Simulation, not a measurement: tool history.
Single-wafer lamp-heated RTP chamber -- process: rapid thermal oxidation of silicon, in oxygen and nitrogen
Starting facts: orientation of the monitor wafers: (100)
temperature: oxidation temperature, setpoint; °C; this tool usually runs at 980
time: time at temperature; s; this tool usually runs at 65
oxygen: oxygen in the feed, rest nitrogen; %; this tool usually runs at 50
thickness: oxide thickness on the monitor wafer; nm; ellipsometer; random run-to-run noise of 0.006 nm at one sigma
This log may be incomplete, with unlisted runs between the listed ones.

run	hour	temperature	time	oxygen	read-back reference wafer on the same gauge, thickness	thickness
1	0	980	65	50	3.69	4.035
2	91.3	980	65	50	3.691	4.051
3	165.8	980	65	50	3.69	4.048
4	249.2	980	65	50	3.689	4.058
5	326.3	980	65	50	3.689	4.074
6	468.2	980	65	50	3.69	4.094
# hour 524.3: pyrometer window cleaned and pyrometer calibrated
7	568.4	980	65	50	3.69	4.047
8	650.7	980	65	50	3.689	4.042
9	735	964	65	50	3.69	3.652
10	804.8	980	65	50	3.689	4.056
11	887.7	980	65	50	3.689	4.065
12	946.4	980	65	50	3.691	4.074
13	1034.9	980	65	50	3.691	4.094
14	1119.3	961	65	50	3.69	3.626
# hour 1200.1: pyrometer window cleaned and pyrometer calibrated
15	1211.8	961	65	50	3.692	3.564
16	1274.7	963	56	62	3.69	3.632
17	1327.8	980	79	72	3.69	4.926
18	1394.7	1005	65	50	3.69	4.831
19	1477.1	980	76	50	3.689	4.327
20	1561.6	980	74	31	3.69	3.725
21	1649.6	980	76	29	3.689	3.69
# hour 1676.6: oxygen flow controller replaced
# hour 1693.7: gauge calibrated
22	1754.3	980	74	79	3.69	4.988
23	1865.6	1003	65	40	3.69	4.453
# hour 1888.5: pyrometer window cleaned and pyrometer calibrated
24	1938.4	980	53	50	3.689	3.702
25	1980.3	980	82	70	3.689	4.941
26	2066	980	65	50	3.688	4.018
27	2157.6	953	34	50	3.69	2.748
28	2458.5	980	65	50	3.692	4.08
29	2522.2	980	65	50	3.69	4.099
30	2590.7	1007	86	50	3.69	5.595

Subtracting, for every run, the result it would have given without the tool's unlogged condition from the measured result gives the following. The same run-to-run variation enters both numbers; the gauge's scatter may not:
The hidden state here: true wafer temperature minus pyrometer reading, K; deviation of the oxygen flow from its setpoint, %; gauge reads high (%).
run	thickness
1	+0.038
2	+0.044
3	+0.049
4	+0.058
5	+0.068
6	+0.093
7	+0.042
8	+0.045
9	+0.042
10	+0.056
11	+0.066
12	+0.074
13	+0.089
14	+0.087
15	+0.035
16	+0.03
17	+0.039
18	+0.064
19	+0.063
20	+0.07
21	+0.08
22	+0.076
23	+0.092
24	+0.009
25	+0.015
26	+0.019
27	+0.013
28	+0.077
29	+0.092
30	+0.157
